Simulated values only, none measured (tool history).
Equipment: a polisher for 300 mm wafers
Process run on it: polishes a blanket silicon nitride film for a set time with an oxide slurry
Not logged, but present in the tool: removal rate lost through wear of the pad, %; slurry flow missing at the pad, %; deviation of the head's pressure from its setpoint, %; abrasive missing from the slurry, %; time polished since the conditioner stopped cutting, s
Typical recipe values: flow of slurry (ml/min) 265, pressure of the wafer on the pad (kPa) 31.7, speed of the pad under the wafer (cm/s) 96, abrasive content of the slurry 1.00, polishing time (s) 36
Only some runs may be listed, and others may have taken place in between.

run	hour	flow of slurry (ml/min)	pressure of the wafer on the pad (kPa)	speed of the pad under the wafer (cm/s)	abrasive content of the slurry	polishing time (s)	wafers since the last listed run	wafers polished on this pad	hours since the slurry nozzle was cleaned	hours since the head pressure was calibrated	hours since the slurry blender was calibrated	hours since the conditioning disc was replaced	incoming thickness of the incoming film, nm	film removed (nm)
1	0.0	265	31.7	96	1.00	36	0	335	99.1	349.7	348.3	254.0	448.7	25.0
# hour 27.9: slurry blender recalibrated
2	68.0	265	31.7	96	1.00	36	483	819	167.1	417.7	40.1	322.0	450.0	25.8
# hour 132.6: worn pad replaced by a new one
3	133.1	265	39.3	96	1.00	36	447	3	232.2	482.8	105.2	387.1	450.9	28.8
4	210.9	265	39.3	96	1.00	36	570	573	310.0	560.6	183.0	464.9	445.6	27.9
# hour 227.5: conditioning disc replaced and pad reconditioned
5	304.9	265	31.7	96	1.00	36	674	1248	404.0	654.6	277.0	77.4	444.6	25.5
# hour 358.8: worn pad replaced by a new one
# hour 359.5: slurry blender recalibrated
6	366.5	265	31.7	96	1.00	36	416	50	465.6	716.2	7.0	139.0	459.8	26.3
7	444.3	265	31.7	96	1.00	36	570	621	543.4	794.0	84.8	216.8	447.5	26.2
# hour 514.5: head pressure recalibrated
8	517.4	265	31.7	96	1.00	36	521	1142	616.5	2.9	157.9	289.9	446.3	24.9
# hour 592.8: worn pad replaced by a new one
9	603.9	325	31.7	88	1.00	36	604	81	703.0	89.4	244.4	376.4	456.9	23.6
# hour 657.3: conditioning disc replaced and pad reconditioned
10	671.4	265	31.7	96	1.00	43	480	561	770.5	156.9	311.9	14.1	445.8	30.6
# hour 725.9: slurry nozzle cleaned
# hour 729.5: slurry blender recalibrated
11	735.4	265	31.7	96	0.85	41	447	1008	9.5	220.9	5.9	78.1	453.0	28.3
# hour 794.0: worn pad replaced by a new one
12	874.5	265	31.7	96	1.00	36	990	589	148.6	360.0	145.0	217.2	455.9	25.5
13	945.3	185	31.7	104	0.75	31	519	1108	219.4	430.8	215.8	288.0	447.9	19.4
# hour 989.9: worn pad replaced by a new one
14	1022.6	265	31.7	96	1.00	36	537	239	296.7	508.1	293.1	365.3	452.5	24.2

Forecast each of these 5 alternatives for the next run:
A	1023.0	265	31.7	96	1.00	36	2	242	297.1	508.5	293.5	365.7	444.6	?
B	1023.0	265	24.1	70	0.75	36	2	242	297.1	508.5	293.5	365.7	444.6	?
C	1023.0	175	37.9	96	1.00	32	2	242	297.1	508.5	293.5	365.7	444.6	?
D	1023.0	265	40.0	96	1.00	36	2	242	297.1	508.5	293.5	365.7	444.6	?
E	1023.0	265	31.7	66	1.25	36	2	242	297.1	508.5	293.5	365.7	444.6	?

run	film removed (nm)
A	24.4
B	14.8
C	22.8
D	28.1
E	20.2
The same runs, with their run-to-run variation unchanged, on a tool lacking any hidden condition would have given:
run	film removed (nm)
A	27.2
B	16.3
C	25.6
D	31.7
E	22.1
